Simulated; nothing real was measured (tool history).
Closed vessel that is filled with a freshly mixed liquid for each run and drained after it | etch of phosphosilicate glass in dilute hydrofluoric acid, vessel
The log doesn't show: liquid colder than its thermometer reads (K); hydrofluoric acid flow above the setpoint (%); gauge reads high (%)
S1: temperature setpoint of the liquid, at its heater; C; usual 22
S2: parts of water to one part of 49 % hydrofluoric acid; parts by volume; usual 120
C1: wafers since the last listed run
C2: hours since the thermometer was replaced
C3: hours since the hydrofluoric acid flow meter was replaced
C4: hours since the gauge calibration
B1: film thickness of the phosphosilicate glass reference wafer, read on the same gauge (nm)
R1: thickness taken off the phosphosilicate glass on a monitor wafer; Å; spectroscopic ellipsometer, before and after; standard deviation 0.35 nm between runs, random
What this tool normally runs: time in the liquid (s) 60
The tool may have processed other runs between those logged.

Run 1, hour 0: usual settings; C1 0; C2 2271.8; C3 1592.5; C4 360.9; B1 150.01. Result: R1 752.2 Å.
Run 2, hour 69.5: usual settings; C1 7779; C2 2341.3; C3 1662; C4 430.4; B1 150.01. Result: R1 754.5 Å.
Run 3, hour 116.7: usual settings but S2 105 parts by volume; C1 5283; C2 2388.5; C3 1709.2; C4 477.6; B1 150.02. Result: R1 878.5 Å.
Run 4, hour 188.3: usual settings but S2 105 parts by volume; C1 8014; C2 2460.1; C3 1780.8; C4 549.2; B1 149.98. Result: R1 879.6 Å.
Run 5, hour 217.2: usual settings but S2 105 parts by volume; C1 3234; C2 2489; C3 1809.7; C4 578.1; B1 149.96. Result: R1 875.8 Å.
Run 6, hour 247.2: usual settings; C1 3357; C2 2519; C3 1839.7; C4 608.1; B1 150.01. Result: R1 750.6 Å.
Run 7, hour 312.1: usual settings; C1 7264; C2 2583.9; C3 1904.6; C4 673; B1 149.96. Result: R1 754.1 Å.
At hour 335.8: thermometer replaced.
Run 8, hour 346.7: usual settings; C1 3760; C2 10.9; C3 1939.2; C4 707.6; B1 150.02. Result: R1 850.5 Å.
Run 9, hour 394.5: usual settings but S1 17.5 C, S2 140 parts by volume, time in the liquid (s) 85; C1 5350; C2 58.7; C3 1987; C4 755.4; B1 150.01. Result: R1 848.2 Å.

The next listed run, before its measurement:
At hour 450.6: gauge calibrated.
Run 10, hour 457.3: usual settings; C1 7029; C2 121.5; C3 2049.8; C4 6.7; B1 ?. Result: R1 ?.

Run 10 came out at B1 150, R1 847.6 Å.
Had the tool carried no hidden state, the very same run would have given R1 765.8 Å.

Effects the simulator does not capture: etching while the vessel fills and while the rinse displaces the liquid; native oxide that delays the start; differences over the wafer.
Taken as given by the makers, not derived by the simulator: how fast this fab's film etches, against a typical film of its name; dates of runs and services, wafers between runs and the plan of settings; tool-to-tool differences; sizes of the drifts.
